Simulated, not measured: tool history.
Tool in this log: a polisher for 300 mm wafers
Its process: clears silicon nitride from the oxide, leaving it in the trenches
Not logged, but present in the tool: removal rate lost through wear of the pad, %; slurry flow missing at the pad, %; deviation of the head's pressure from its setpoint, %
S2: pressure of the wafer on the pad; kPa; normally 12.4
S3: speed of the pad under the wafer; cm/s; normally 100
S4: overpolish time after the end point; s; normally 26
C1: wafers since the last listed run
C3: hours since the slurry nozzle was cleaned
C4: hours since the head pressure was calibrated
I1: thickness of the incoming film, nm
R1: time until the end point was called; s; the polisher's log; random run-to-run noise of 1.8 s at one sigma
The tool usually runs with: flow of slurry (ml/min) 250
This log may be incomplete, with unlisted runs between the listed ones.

run 1 day=0.000 | flow_of_slurry_(ml/min)=250 S2=12.4 S3=100 S4=26 | C1=0 wafers_polished_on_this_pad=2097 C3=767.9 C4=313.4 | I1=70.0 | R1=136.8
run 2 day=1.171 | flow_of_slurry_(ml/min)=250 S2=11.0 S3=100 S4=16 | C1=213 wafers_polished_on_this_pad=2310 C3=796.0 C4=341.5 | I1=69.6 | R1=153.4
run 3 day=3.542 | flow_of_slurry_(ml/min)=250 S2=11.0 S3=100 S4=16 | C1=431 wafers_polished_on_this_pad=2742 C3=852.9 C4=398.4 | I1=69.7 | R1=155.4
run 4 day=4.825 | flow_of_slurry_(ml/min)=250 S2=12.4 S3=80 S4=22 | C1=233 wafers_polished_on_this_pad=2976 C3=883.7 C4=429.2 | I1=70.2 | R1=175.0
run 5 day=7.167 | flow_of_slurry_(ml/min)=250 S2=12.4 S3=80 S4=22 | C1=426 wafers_polished_on_this_pad=3403 C3=939.9 C4=485.4 | I1=69.1 | R1=173.3
run 6 day=8.342 | flow_of_slurry_(ml/min)=250 S2=11.0 S3=92 S4=26 | C1=214 wafers_polished_on_this_pad=3617 C3=968.1 C4=513.6 | I1=71.0 | R1=169.9
-- day=8.588 slurry nozzle cleaned
-- day=10.404 head pressure recalibrated
run 7 day=10.483 | flow_of_slurry_(ml/min)=250 S2=12.4 S3=100 S4=26 | C1=367 wafers_polished_on_this_pad=3984 C3=45.5 C4=1.9 | I1=71.1 | R1=126.1
run 8 day=13.288 | flow_of_slurry_(ml/min)=250 S2=12.4 S3=100 S4=26 | C1=510 wafers_polished_on_this_pad=4495 C3=112.8 C4=69.2 | I1=69.7 | R1=133.0
-- day=13.546 worn pad replaced by a new one
run 9 day=14.812 | flow_of_slurry_(ml/min)=250 S2=12.4 S3=100 S4=26 | C1=247 wafers_polished_on_this_pad=230 C3=149.4 C4=105.8 | I1=69.3 | R1=134.9
run 10 day=17.596 | flow_of_slurry_(ml/min)=250 S2=12.4 S3=100 S4=26 | C1=506 wafers_polished_on_this_pad=737 C3=216.2 C4=172.6 | I1=68.7 | R1=137.9
run 11 day=19.396 | flow_of_slurry_(ml/min)=250 S2=12.4 S3=100 S4=26 | C1=327 wafers_polished_on_this_pad=1065 C3=259.4 C4=215.8 | I1=69.3 | R1=139.7
run 12 day=21.975 | flow_of_slurry_(ml/min)=250 S2=12.4 S3=100 S4=26 | C1=469 wafers_polished_on_this_pad=1535 C3=321.3 C4=277.7 | I1=69.3 | R1=141.5
run 13 day=25.800 | flow_of_slurry_(ml/min)=250 S2=12.4 S3=100 S4=26 | C1=696 wafers_polished_on_this_pad=2232 C3=413.1 C4=369.5 | I1=69.7 | R1=145.6
run 14 day=28.212 | flow_of_slurry_(ml/min)=250 S2=12.4 S3=100 S4=26 | C1=439 wafers_polished_on_this_pad=2671 C3=471.0 C4=427.4 | I1=70.3 | R1=142.0
run 15 day=30.321 | flow_of_slurry_(ml/min)=250 S2=12.4 S3=72 S4=26 | C1=384 wafers_polished_on_this_pad=3055 C3=521.6 C4=478.0 | I1=70.0 | R1=203.9
run 16 day=31.783 | flow_of_slurry_(ml/min)=250 S2=12.4 S3=100 S4=26 | C1=266 wafers_polished_on_this_pad=3322 C3=556.7 C4=513.1 | I1=70.2 | R1=143.4
run 17 day=32.896 | flow_of_slurry_(ml/min)=170 S2=12.4 S3=110 S4=26 | C1=202 wafers_polished_on_this_pad=3524 C3=583.4 C4=539.8 | I1=70.4 | R1=137.6
-- day=33.779 head pressure recalibrated
run 18 day=34.121 | flow_of_slurry_(ml/min)=250 S2=12.4 S3=100 S4=26 | C1=207 wafers_polished_on_this_pad=3732 C3=612.8 C4=8.2 | I1=69.7 | R1=124.0
-- day=35.917 worn pad replaced by a new one
run 19 day=37.071 | flow_of_slurry_(ml/min)=250 S2=12.4 S3=82 S4=34 | C1=506 wafers_polished_on_this_pad=210 C3=683.6 C4=79.0 | I1=70.3 | R1=153.5
run 20 day=39.958 | flow_of_slurry_(ml/min)=220 S2=12.4 S3=100 S4=39 | C1=525 wafers_polished_on_this_pad=735 C3=752.9 C4=148.3 | I1=69.8 | R1=134.3
run 21 day=47.021 | flow_of_slurry_(ml/min)=250 S2=12.4 S3=100 S4=26 | C1=1286 wafers_polished_on_this_pad=2022 C3=922.4 C4=317.8 | I1=69.1 | R1=131.6
-- day=47.954 slurry nozzle cleaned
run 22 day=54.246 | flow_of_slurry_(ml/min)=250 S2=12.4 S3=100 S4=26 | C1=1308 wafers_polished_on_this_pad=3330 C3=151.0 C4=491.2 | I1=69.1 | R1=137.6
-- day=56.533 head pressure recalibrated
run 23 day=56.800 | flow_of_slurry_(ml/min)=250 S2=12.4 S3=100 S4=26 | C1=450 wafers_polished_on_this_pad=3780 C3=212.3 C4=6.4 | I1=69.8 | R1=123.5
run 24 day=58.438 | flow_of_slurry_(ml/min)=250 S2=15.2 S3=84 S4=37 | C1=298 wafers_polished_on_this_pad=4079 C3=251.6 C4=45.7 | I1=70.9 | R1=123.3
run 25 day=60.088 | flow_of_slurry_(ml/min)=250 S2=12.4 S3=120 S4=21 | C1=300 wafers_polished_on_this_pad=4379 C3=291.2 C4=85.3 | I1=68.9 | R1=105.1
-- day=61.383 worn pad replaced by a new one
run 26 day=61.712 | flow_of_slurry_(ml/min)=250 S2=12.4 S3=100 S4=26 | C1=265 wafers_polished_on_this_pad=59 C3=330.2 C4=124.3 | I1=69.1 | R1=125.5
run 27 day=63.508 | flow_of_slurry_(ml/min)=320 S2=12.4 S3=100 S4=26 | C1=327 wafers_polished_on_this_pad=386 C3=373.3 C4=167.4 | I1=68.6 | R1=124.4
run 28 day=64.904 | flow_of_slurry_(ml/min)=250 S2=12.4 S3=130 S4=26 | C1=254 wafers_polished_on_this_pad=641 C3=406.8 C4=200.9 | I1=69.7 | R1=100.4
run 29 day=66.458 | flow_of_slurry_(ml/min)=250 S2=10.3 S3=70 S4=26 | C1=283 wafers_polished_on_this_pad=924 C3=444.1 C4=238.2 | I1=70.7 | R1=230.2
run 30 day=68.867 | flow_of_slurry_(ml/min)=250 S2=12.4 S3=100 S4=26 | C1=438 wafers_polished_on_this_pad=1362 C3=501.9 C4=296.0 | I1=70.3 | R1=136.1
run 31 day=77.579 | flow_of_slurry_(ml/min)=250 S2=12.4 S3=100 S4=26 | C1=1586 wafers_polished_on_this_pad=2949 C3=711.0 C4=505.1 | I1=69.7 | R1=138.3
run 32 day=80.504 | flow_of_slurry_(ml/min)=250 S2=12.4 S3=100 S4=26 | C1=532 wafers_polished_on_this_pad=3482 C3=781.2 C4=575.3 | I1=70.0 | R1=140.5
-- day=82.646 head pressure recalibrated
run 33 day=83.000 | flow_of_slurry_(ml/min)=250 S2=12.4 S3=100 S4=26 | C1=439 wafers_polished_on_this_pad=3922 C3=841.1 C4=8.5 | I1=70.1 | R1=122.8
-- day=84.533 worn pad replaced by a new one
run 34 day=85.183 | flow_of_slurry_(ml/min)=250 S2=12.4 S3=126 S4=26 | C1=367 wafers_polished_on_this_pad=118 C3=893.5 C4=60.9 | I1=70.5 | R1=103.5
run 35 day=87.096 | flow_of_slurry_(ml/min)=250 S2=12.4 S3=100 S4=21 | C1=348 wafers_polished_on_this_pad=467 C3=939.4 C4=106.8 | I1=70.0 | R1=131.5
-- day=89.346 slurry nozzle cleaned
run 36 day=89.575 | flow_of_slurry_(ml/min)=290 S2=12.4 S3=82 S4=13 | C1=443 wafers_polished_on_this_pad=911 C3=5.5 C4=166.3 | I1=70.5 | R1=160.2
run 37 day=90.700 | flow_of_slurry_(ml/min)=250 S2=15.9 S3=116 S4=15 | C1=204 wafers_polished_on_this_pad=1115 C3=32.5 C4=193.3 | I1=69.5 | R1=89.3

Entry by entry between the runs, the difference in hidden state between the last listed run before and the first listed run after:
Run 6 -> run 7: slurry nozzle cleaned (day 8.588); head pressure recalibrated (day 10.404)
  deviation of the head's pressure from its setpoint, %: -11.7 -> -3.64
  measured less the result without the state, R1: +19.8 -> +4.6 s
Run 8 -> run 9: worn pad replaced by a new one (day 13.546)
  deviation of the head's pressure from its setpoint, %: -7.48 -> -9.04
  measured less the result without the state, R1: +9.9 -> +12.2 s
Run 17 -> run 18: head pressure recalibrated (day 33.779)
  deviation of the head's pressure from its setpoint, %: -15.5 -> -0.424
  measured less the result without the state, R1: +21.2 -> +0.5 s
Run 18 -> run 19: worn pad replaced by a new one (day 35.917)
  deviation of the head's pressure from its setpoint, %: -0.424 -> -4.29
  measured less the result without the state, R1: +0.5 -> +6.6 s
Run 21 -> run 22: slurry nozzle cleaned (day 47.954)
  deviation of the head's pressure from its setpoint, %: -10.3 -> -11.6
  measured less the result without the state, R1: +13.5 -> +15.9 s
Run 22 -> run 23: head pressure recalibrated (day 56.533)
  deviation of the head's pressure from its setpoint, %: -11.6 -> 0.441
  measured less the result without the state, R1: +15.9 -> -0.6 s
Run 25 -> run 26: worn pad replaced by a new one (day 61.383)
  deviation of the head's pressure from its setpoint, %: -3.82 -> -5.34
  measured less the result without the state, R1: +4.1 -> +6.7 s
Run 32 -> run 33: head pressure recalibrated (day 82.646)
  deviation of the head's pressure from its setpoint, %: -11.2 -> -0.88
  measured less the result without the state, R1: +15.7 -> +1.1 s
Run 33 -> run 34: worn pad replaced by a new one (day 84.533)
  deviation of the head's pressure from its setpoint, %: -0.88 -> -3.88
  measured less the result without the state, R1: +1.1 -> +4.0 s
Run 35 -> run 36: slurry nozzle cleaned (day 89.346)
  deviation of the head's pressure from its setpoint, %: -5.88 -> -7.84
  measured less the result without the state, R1: +7.7 -> +12.5 s

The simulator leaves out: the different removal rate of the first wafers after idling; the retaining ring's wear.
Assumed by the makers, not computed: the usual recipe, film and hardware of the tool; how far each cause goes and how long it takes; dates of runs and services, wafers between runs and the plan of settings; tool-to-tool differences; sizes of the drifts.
